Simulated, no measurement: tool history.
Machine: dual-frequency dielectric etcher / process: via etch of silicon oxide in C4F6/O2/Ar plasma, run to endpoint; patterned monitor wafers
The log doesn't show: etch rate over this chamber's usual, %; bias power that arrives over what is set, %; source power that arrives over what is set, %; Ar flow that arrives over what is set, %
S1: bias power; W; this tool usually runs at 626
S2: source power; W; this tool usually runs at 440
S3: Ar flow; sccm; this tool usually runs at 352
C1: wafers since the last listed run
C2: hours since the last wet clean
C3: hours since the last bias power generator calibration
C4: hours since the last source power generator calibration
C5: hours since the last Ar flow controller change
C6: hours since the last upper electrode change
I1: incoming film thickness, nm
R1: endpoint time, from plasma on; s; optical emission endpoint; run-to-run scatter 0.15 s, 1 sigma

run,hour,S1,S2,S3,C1,C2,C3,C4,C5,C6,I1,R1
1,0,744,440,352,0,79.3,2753.1,2290.3,2267.4,599,125.3,22.3
2,96.7,744,440,352,1603,176,2849.8,2387,2364.1,695.7,126,22.5
3,323.6,626,440,352,3761,402.9,3076.7,2613.9,2591,922.6,126.4,24.8
4,420.2,626,440,352,1601,499.5,3173.3,2710.5,2687.6,1019.2,124.8,24.8
# hour 499.7: wet clean of the chamber
5,522.8,626,440,398,1303,23.1,3275.9,2813.1,2790.2,1121.8,128.5,25.8
# hour 683.6: bias power generator calibrated
6,748.6,626,440,398,3677,248.9,65,3038.9,3016,1347.6,124.9,24.5
7,823.6,626,440,398,1243,323.9,140,3113.9,3091,1422.6,125.5,24.4
8,913.9,626,440,352,1497,414.2,230.3,3204.2,3181.3,1512.9,126.3,24.1
9,1016.8,732,440,352,1705,517.1,333.2,3307.1,3284.2,1615.8,125.6,22.1
# hour 1100.9: source power generator calibrated
10,1101.4,732,440,352,1336,601.7,417.8,0.5,3368.8,1700.4,125.7,22.2
# hour 1149.1: wet clean of the chamber
11,1370.6,626,440,352,4065,221.5,687,269.7,3638,1969.6,125.1,24.2
12,1411.8,626,440,352,683,262.7,728.2,310.9,3679.2,2010.8,125.6,24.1
# hour 1466.4: Ar flow controller replaced
# hour 1600.7: upper electrode replaced
13,1683.4,626,440,352,4005,534.3,999.8,582.5,217,82.7,125.2,24.1
# hour 1764.7: wet clean of the chamber
14,1790.7,626,440,352,1381,26,1107.1,689.8,324.3,190,125,24.6
15,1834,626,440,352,717,69.3,1150.4,733.1,367.6,233.3,126,24.6
16,1880.6,486,490,433,772,115.9,1197,779.7,414.2,279.9,125.7,27.3
17,1929,577,540,400,802,164.3,1245.4,828.1,462.6,328.3,125.3,23.5
18,1989.6,479,350,352,1004,224.9,1306,888.7,523.2,388.9,125.3,31.8
19,2056.6,537,440,292,1110,291.9,1373,955.7,590.2,455.9,125.3,26.3
20,2118.8,584,400,390,1031,354.1,1435.2,1017.9,652.4,518.1,126,26.7
21,2200.2,688,520,433,1349,435.5,1516.6,1099.3,733.8,599.5,125.8,21.8
22,2299.7,626,440,374,1649,535,1616.1,1198.8,833.3,699,125,24.8
# hour 2393.5: wet clean of the chamber
23,2397,626,440,352,1215,3.5,1713.4,1296.1,930.6,796.3,125.5,24.7
24,2448.2,744,330,352,848,54.7,1764.6,1347.3,981.8,847.5,126.4,25.3
25,2511.7,626,440,352,1052,118.2,1828.1,1410.8,1045.3,911,127.2,24.9
26,2597.5,516,440,273,1422,204,1913.9,1496.6,1131.1,996.8,126.8,27.3
27,2648,626,440,352,837,254.5,1964.4,1547.1,1181.6,1047.3,125.7,24.8
28,2737.6,626,440,352,1485,344.1,2054,1636.7,1271.2,1136.9,126.4,24.9

How the hidden state differs across the entries between the runs, from the last listed run before each to the first after it:
From run 4 to run 5: wet clean of the chamber (hour 499.7)
  bias power that arrives over what is set, %: -4.65 -> -4.82
  measured result minus the result with no hidden state, R1: +0.7 -> +0.7 s
From run 5 to run 6: bias power generator calibrated (hour 683.6)
  bias power that arrives over what is set, %: -4.82 -> 0.555
  measured result minus the result with no hidden state, R1: +0.7 -> -0.1 s
From run 9 to run 10: source power generator calibrated (hour 1100.9)
  bias power that arrives over what is set, %: 0.129 -> -0.00534
  measured result minus the result with no hidden state, R1: +0 -> +0 s
From run 10 to run 11: wet clean of the chamber (hour 1149.1)
  bias power that arrives over what is set, %: -0.00534 -> -0.433
  measured result minus the result with no hidden state, R1: +0 -> +0 s
From run 12 to run 13: Ar flow controller replaced (hour 1466.4); upper electrode replaced (hour 1600.7)
  bias power that arrives over what is set, %: -0.499 -> -0.93
  measured result minus the result with no hidden state, R1: +0 -> +0.1 s
From run 13 to run 14: wet clean of the chamber (hour 1764.7)
  bias power that arrives over what is set, %: -0.93 -> -1.1
  measured result minus the result with no hidden state, R1: +0.1 -> +0.2 s
From run 22 to run 23: wet clean of the chamber (hour 2393.5)
  bias power that arrives over what is set, %: -1.91 -> -2.06
  measured result minus the result with no hidden state, R1: +0.3 -> +0.3 s
